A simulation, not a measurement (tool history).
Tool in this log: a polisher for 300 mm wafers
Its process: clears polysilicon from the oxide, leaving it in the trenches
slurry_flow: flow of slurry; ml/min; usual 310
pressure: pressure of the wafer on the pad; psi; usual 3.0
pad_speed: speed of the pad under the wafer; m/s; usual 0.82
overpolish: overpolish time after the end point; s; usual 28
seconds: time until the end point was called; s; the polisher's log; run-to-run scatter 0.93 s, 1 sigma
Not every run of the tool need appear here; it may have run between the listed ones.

run	hour	slurry_flow	pressure	pad_speed	overpolish	wafers since the last listed run	wafers polished on this pad	hours since the slurry nozzle was cleaned	hours since the head pressure was calibrated	incoming thickness of the incoming film, nm	seconds
1	0.0	355	3.0	0.82	28	0	320	71.1	625.9	748.3	77.6
2	53.1	310	3.0	0.82	28	380	701	124.2	679.0	747.8	78.0
3	85.1	310	3.0	0.82	28	229	930	156.2	711.0	742.6	78.5
4	114.2	310	3.0	0.82	38	208	1138	185.3	740.1	748.3	77.6
5	140.6	310	3.0	0.92	28	189	1328	211.7	766.5	747.4	69.9
6	184.0	310	3.0	0.92	28	310	1639	255.1	809.9	754.0	70.8
7	222.1	310	3.0	0.82	28	272	1912	293.2	848.0	742.9	78.9
# hour 262.1: head pressure recalibrated
8	264.3	310	3.0	0.82	28	288	2200	335.4	2.2	757.9	79.5
9	298.2	310	3.0	0.82	28	242	2443	369.3	36.1	740.4	76.7
10	356.5	310	3.2	0.82	40	417	2860	427.6	94.4	759.0	73.2
11	409.0	310	3.2	0.82	40	376	3236	480.1	146.9	754.3	75.3
# hour 417.5: slurry nozzle cleaned
# hour 444.4: worn pad replaced by a new one
12	468.4	310	3.0	0.82	28	389	172	50.9	206.3	740.8	76.1
13	526.9	310	3.0	0.82	28	419	591	109.4	264.8	755.3	80.2
14	553.0	205	3.6	0.82	40	187	778	135.5	290.9	751.1	68.0
15	620.8	310	3.0	0.66	28	485	1264	203.3	358.7	745.2	95.2
16	683.5	310	3.0	0.96	14	449	1713	266.0	421.4	762.2	69.3
17	718.7	310	3.0	0.82	28	252	1965	301.2	456.6	756.1	80.5
18	765.0	310	3.0	0.82	17	331	2297	347.5	502.9	749.3	79.4
19	821.9	375	3.7	0.98	28	407	2705	404.4	559.8	756.8	54.3
20	848.0	310	3.0	0.82	28	187	2892	430.5	585.9	763.5	83.2
# hour 876.2: worn pad replaced by a new one
21	915.0	310	3.8	0.68	42	451	278	497.5	652.9	743.3	76.5
# hour 961.1: slurry nozzle cleaned
22	974.5	310	3.0	0.68	36	419	697	13.4	712.4	736.4	90.1
23	1141.8	310	2.3	0.82	14	1198	1895	180.7	879.7	748.1	101.2
24	1181.8	310	2.3	1.00	40	286	2182	220.7	919.7	741.6	83.0
# hour 1192.0: head pressure recalibrated
25	1250.1	280	2.2	1.08	21	475	2657	289.0	58.1	751.7	84.9
# hour 1311.2: worn pad replaced by a new one
26	1311.8	285	3.0	0.82	28	413	4	350.7	119.8	756.3	81.7
27	1366.5	370	3.8	0.68	22	391	396	405.4	174.5	751.4	73.5
28	1433.6	310	3.0	0.68	28	480	877	472.5	241.6	743.4	94.7

Expected results for the next run?
# hour 1486.4: slurry nozzle cleaned
29	1626.5	310	2.7	0.82	28	1375	2252	140.1	434.5	754.0	?

For run 29 the tool returned seconds 87.1 s.
On a tool with no hidden condition, and with the same random variation, this run would have come out at seconds 86.7 s.
